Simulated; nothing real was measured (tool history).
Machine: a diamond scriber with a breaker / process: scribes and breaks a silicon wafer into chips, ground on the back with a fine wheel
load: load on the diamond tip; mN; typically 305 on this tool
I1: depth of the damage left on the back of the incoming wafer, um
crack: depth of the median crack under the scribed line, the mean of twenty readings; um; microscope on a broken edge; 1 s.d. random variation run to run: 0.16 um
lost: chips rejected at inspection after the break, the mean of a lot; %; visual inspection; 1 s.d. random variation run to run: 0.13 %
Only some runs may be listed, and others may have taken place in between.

{"run": 1, "hour": 0.0, "load": 305, "I1": 2.24, "crack": 12.87, "lost": 1.9}
{"run": 2, "hour": 35.5, "load": 305, "I1": 2.94, "crack": 12.32, "lost": 2.68}
{"run": 3, "hour": 65.6, "load": 305, "I1": 1.79, "crack": 12.3, "lost": 1.69}
{"run": 4, "hour": 92.0, "load": 305, "I1": 2.62, "crack": 12.75, "lost": 2.04}
{"run": 5, "hour": 121.3, "load": 305, "I1": 2.2, "crack": 12.68, "lost": 1.86}
{"run": 6, "hour": 149.1, "load": 305, "I1": 2.72, "crack": 12.57, "lost": 2.25}
{"run": 7, "hour": 181.2, "load": 305, "I1": 1.83, "crack": 12.47, "lost": 1.47}
{"run": 8, "hour": 253.5, "load": 305, "I1": 2.78, "crack": 12.68, "lost": 2.47}
{"run": 9, "hour": 288.6, "load": 369, "I1": 2.08, "crack": 14.22, "lost": 3.86}
{"run": 10, "hour": 314.2, "load": 369, "I1": 2.99, "crack": 14.23, "lost": 4.54}
{"run": 11, "hour": 334.8, "load": 282, "I1": 1.6, "crack": 12.31, "lost": 1.94}
{"run": 12, "hour": 364.5, "load": 282, "I1": 1.95, "crack": 12.13, "lost": 2.05}
{"run": 13, "hour": 400.1, "load": 282, "I1": 1.92, "crack": 12.24, "lost": 2.29}
{"run": 14, "hour": 429.9, "load": 305, "I1": 2.55, "crack": 12.46, "lost": 2.38}
{"hour": 499.8, "done": "diamond tip replaced by a new one"}
{"hour": 514.1, "done": "load on the tip recalibrated"}
{"run": 15, "hour": 536.4, "load": 336, "I1": 1.85, "crack": 13.59, "lost": 2.48}
{"run": 16, "hour": 608.3, "load": 336, "I1": 1.62, "crack": 13.38, "lost": 2.13}
{"run": 17, "hour": 642.2, "load": 235, "I1": 1.55, "crack": 10.78, "lost": 5.06}
{"run": 18, "hour": 665.9, "load": 235, "I1": 1.59, "crack": 10.95, "lost": 6.01}
{"run": 19, "hour": 682.2, "load": 305, "I1": 2.39, "crack": 12.74, "lost": 1.91}
{"run": 20, "hour": 702.1, "load": 305, "I1": 2.16, "crack": 12.8, "lost": 1.95}
{"run": 21, "hour": 721.7, "load": 273, "I1": 2.73, "crack": 11.94, "lost": 2.83}
{"run": 22, "hour": 754.2, "load": 305, "I1": 2.78, "crack": 12.67, "lost": 2.6}
{"run": 23, "hour": 769.1, "load": 391, "I1": 2.77, "crack": 15.02, "lost": 5.61}
{"run": 24, "hour": 791.2, "load": 349, "I1": 2.66, "crack": 13.94, "lost": 3.45}
{"run": 25, "hour": 817.6, "load": 374, "I1": 2.57, "crack": 14.33, "lost": 4.42}
{"run": 26, "hour": 838.8, "load": 328, "I1": 2.28, "crack": 13.53, "lost": 2.16}
{"run": 27, "hour": 852.5, "load": 265, "I1": 1.63, "crack": 11.82, "lost": 2.74}
{"run": 28, "hour": 867.3, "load": 228, "I1": 1.99, "crack": 10.6, "lost": 7.12}
{"run": 29, "hour": 886.8, "load": 219, "I1": 1.92, "crack": 10.34, "lost": 8.49}
{"run": 30, "hour": 914.0, "load": 231, "I1": 2.92, "crack": 10.89, "lost": 7.45}
{"run": 31, "hour": 945.7, "load": 254, "I1": 2.71, "crack": 11.55, "lost": 4.56}
{"run": 32, "hour": 958.3, "load": 271, "I1": 2.89, "crack": 11.87, "lost": 3.58}
{"run": 33, "hour": 975.1, "load": 305, "I1": 1.82, "crack": 12.73, "lost": 1.83}
{"run": 34, "hour": 988.4, "load": 370, "I1": 2.79, "crack": 14.17, "lost": 4.28}

Forecast run 35:
{"run": 35, "hour": 1016.3, "load": 305, "I1": 2.46, "crack": "?", "lost": "?"}

crack: 12.41 um
lost: 2.32 %
Take away the tool's hidden state, keep the run-to-run variation as it was, and the same run would have given crack 12.41 um, lost 2.32 %.
